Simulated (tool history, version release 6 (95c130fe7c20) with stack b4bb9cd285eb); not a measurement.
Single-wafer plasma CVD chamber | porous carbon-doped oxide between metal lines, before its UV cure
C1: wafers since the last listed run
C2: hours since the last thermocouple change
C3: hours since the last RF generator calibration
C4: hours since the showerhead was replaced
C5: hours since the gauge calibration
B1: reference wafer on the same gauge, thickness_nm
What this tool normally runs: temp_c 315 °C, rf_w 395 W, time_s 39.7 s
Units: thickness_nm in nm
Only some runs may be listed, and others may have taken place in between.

run 1 hour=0.0 | temp_c=325 rf_w=395 time_s=39.7 | C1=0 C2=1149.7 C3=1726.2 C4=6386.6 C5=129.3 | B1=183.985 | thickness_nm=141.917
run 2 hour=15.0 | temp_c=325 rf_w=395 time_s=39.7 | C1=342 C2=1164.7 C3=1741.2 C4=6401.6 C5=144.3 | B1=183.971 | thickness_nm=142.498
run 3 hour=23.9 | temp_c=315 rf_w=395 time_s=39.7 | C1=202 C2=1173.6 C3=1750.1 C4=6410.5 C5=153.2 | B1=184.023 | thickness_nm=147.681
run 4 hour=30.8 | temp_c=315 rf_w=395 time_s=39.7 | C1=157 C2=1180.5 C3=1757.0 C4=6417.4 C5=160.1 | B1=184.012 | thickness_nm=148.224
run 5 hour=45.3 | temp_c=315 rf_w=395 time_s=39.7 | C1=330 C2=1195.0 C3=1771.5 C4=6431.9 C5=174.6 | B1=183.909 | thickness_nm=148.111
run 6 hour=53.1 | temp_c=315 rf_w=395 time_s=39.7 | C1=177 C2=1202.8 C3=1779.3 C4=6439.7 C5=182.4 | B1=183.968 | thickness_nm=147.567
run 7 hour=63.0 | temp_c=315 rf_w=395 time_s=39.7 | C1=225 C2=1212.7 C3=1789.2 C4=6449.6 C5=192.3 | B1=183.983 | thickness_nm=148.199
run 8 hour=70.1 | temp_c=315 rf_w=395 time_s=39.7 | C1=161 C2=1219.8 C3=1796.3 C4=6456.7 C5=199.4 | B1=183.953 | thickness_nm=147.886
run 9 hour=83.1 | temp_c=315 rf_w=395 time_s=39.7 | C1=296 C2=1232.8 C3=1809.3 C4=6469.7 C5=212.4 | B1=183.970 | thickness_nm=147.563
run 10 hour=96.0 | temp_c=315 rf_w=395 time_s=39.7 | C1=294 C2=1245.7 C3=1822.2 C4=6482.6 C5=225.3 | B1=183.990 | thickness_nm=147.961
run 11 hour=109.6 | temp_c=315 rf_w=395 time_s=39.7 | C1=310 C2=1259.3 C3=1835.8 C4=6496.2 C5=238.9 | B1=183.950 | thickness_nm=147.563
run 12 hour=116.8 | temp_c=315 rf_w=395 time_s=39.7 | C1=164 C2=1266.5 C3=1843.0 C4=6503.4 C5=246.1 | B1=183.975 | thickness_nm=147.727
run 13 hour=124.7 | temp_c=323 rf_w=395 time_s=39.7 | C1=180 C2=1274.4 C3=1850.9 C4=6511.3 C5=254.0 | B1=183.953 | thickness_nm=142.502
run 14 hour=142.1 | temp_c=323 rf_w=395 time_s=39.7 | C1=396 C2=1291.8 C3=1868.3 C4=6528.7 C5=271.4 | B1=184.002 | thickness_nm=142.764
-- hour=155.7 showerhead replaced
run 15 hour=158.1 | temp_c=315 rf_w=395 time_s=39.7 | C1=182 C2=1307.8 C3=1884.3 C4=2.4 C5=287.4 | B1=183.992 | thickness_nm=147.732
-- hour=165.2 gauge calibrated
run 16 hour=174.3 | temp_c=315 rf_w=445 time_s=39.7 | C1=369 C2=1324.0 C3=1900.5 C4=18.6 C5=9.1 | B1=184.012 | thickness_nm=163.014
-- hour=186.9 RF generator calibrated
run 17 hour=187.4 | temp_c=307 rf_w=455 time_s=34.1 | C1=116 C2=1337.1 C3=0.5 C4=31.7 C5=22.2 | B1=184.015 | thickness_nm=158.477
run 18 hour=191.0 | temp_c=315 rf_w=395 time_s=39.7 | C1=82 C2=1340.7 C3=4.1 C4=35.3 C5=25.8 | B1=183.984 | thickness_nm=157.664
run 19 hour=204.9 | temp_c=322 rf_w=360 time_s=34.3 | C1=316 C2=1354.6 C3=18.0 C4=49.2 C5=39.7 | B1=183.975 | thickness_nm=122.804
run 20 hour=212.2 | temp_c=309 rf_w=320 time_s=34.8 | C1=166 C2=1361.9 C3=25.3 C4=56.5 C5=47.0 | B1=184.009 | thickness_nm=119.041
run 21 hour=222.0 | temp_c=315 rf_w=395 time_s=42.2 | C1=223 C2=1371.7 C3=35.1 C4=66.3 C5=56.8 | B1=183.971 | thickness_nm=166.815
run 22 hour=228.5 | temp_c=303 rf_w=395 time_s=33.3 | C1=148 C2=1378.2 C3=41.6 C4=72.8 C5=63.3 | B1=183.982 | thickness_nm=139.933
-- hour=242.0 thermocouple changed; heater temperature recalibrated
run 23 hour=246.1 | temp_c=319 rf_w=460 time_s=39.7 | C1=218 C2=4.1 C3=59.2 C4=90.4 C5=80.9 | B1=183.964 | thickness_nm=179.709
run 24 hour=256.6 | temp_c=315 rf_w=395 time_s=39.7 | C1=239 C2=14.6 C3=69.7 C4=100.9 C5=91.4 | B1=183.980 | thickness_nm=161.283
run 25 hour=266.8 | temp_c=315 rf_w=395 time_s=39.7 | C1=232 C2=24.8 C3=79.9 C4=111.1 C5=101.6 | B1=184.016 | thickness_nm=161.007
run 26 hour=277.9 | temp_c=310 rf_w=460 time_s=45.1 | C1=253 C2=35.9 C3=91.0 C4=122.2 C5=112.7 | B1=183.933 | thickness_nm=211.421
run 27 hour=294.6 | temp_c=327 rf_w=345 time_s=39.7 | C1=380 C2=52.6 C3=107.7 C4=138.9 C5=129.4 | B1=184.033 | thickness_nm=135.625
run 28 hour=301.9 | temp_c=324 rf_w=470 time_s=34.8 | C1=166 C2=59.9 C3=115.0 C4=146.2 C5=136.7 | B1=184.039 | thickness_nm=156.388
run 29 hour=312.2 | temp_c=304 rf_w=460 time_s=45.4 | C1=234 C2=70.2 C3=125.3 C4=156.5 C5=147.0 | B1=184.006 | thickness_nm=218.135
run 30 hour=321.9 | temp_c=315 rf_w=430 time_s=46.7 | C1=221 C2=79.9 C3=135.0 C4=166.2 C5=156.7 | B1=183.968 | thickness_nm=200.807
run 31 hour=334.9 | temp_c=315 rf_w=395 time_s=39.7 | C1=296 C2=92.9 C3=148.0 C4=179.2 C5=169.7 | B1=183.926 | thickness_nm=160.205
run 32 hour=341.4 | temp_c=315 rf_w=330 time_s=39.7 | C1=148 C2=99.4 C3=154.5 C4=185.7 C5=176.2 | B1=184.049 | thickness_nm=137.309
run 33 hour=351.4 | temp_c=315 rf_w=395 time_s=39.7 | C1=228 C2=109.4 C3=164.5 C4=195.7 C5=186.2 | B1=183.947 | thickness_nm=160.339
run 34 hour=362.7 | temp_c=315 rf_w=325 time_s=34.0 | C1=257 C2=120.7 C3=175.8 C4=207.0 C5=197.5 | B1=183.980 | thickness_nm=115.880
run 35 hour=405.1 | temp_c=326 rf_w=395 time_s=45.0 | C1=966 C2=163.1 C3=218.2 C4=249.4 C5=239.9 | B1=183.938 | thickness_nm=170.822

Consider 3 possible next runs. They are alternatives, not a sequence: every one starts from the tool as it was left by run 35. What does each give?
run A hour=405.5 | temp_c=315 rf_w=350 time_s=39.7 | C1=9 C2=163.5 C3=218.6 C4=249.8 C5=240.3 | B1=? | thickness_nm=?
run B hour=405.5 | temp_c=321 rf_w=450 time_s=45.5 | C1=9 C2=163.5 C3=218.6 C4=249.8 C5=240.3 | B1=? | thickness_nm=?
run C hour=405.5 | temp_c=324 rf_w=395 time_s=39.7 | C1=9 C2=163.5 C3=218.6 C4=249.8 C5=240.3 | B1=? | thickness_nm=?

run=A B1=183.935 thickness_nm=143.085
run=B B1=183.935 thickness_nm=196.496
run=C B1=183.935 thickness_nm=152.484
Without the tool's hidden state the same runs would have given:
run=A thickness_nm=147.808
run=B thickness_nm=202.754
run=C thickness_nm=157.367
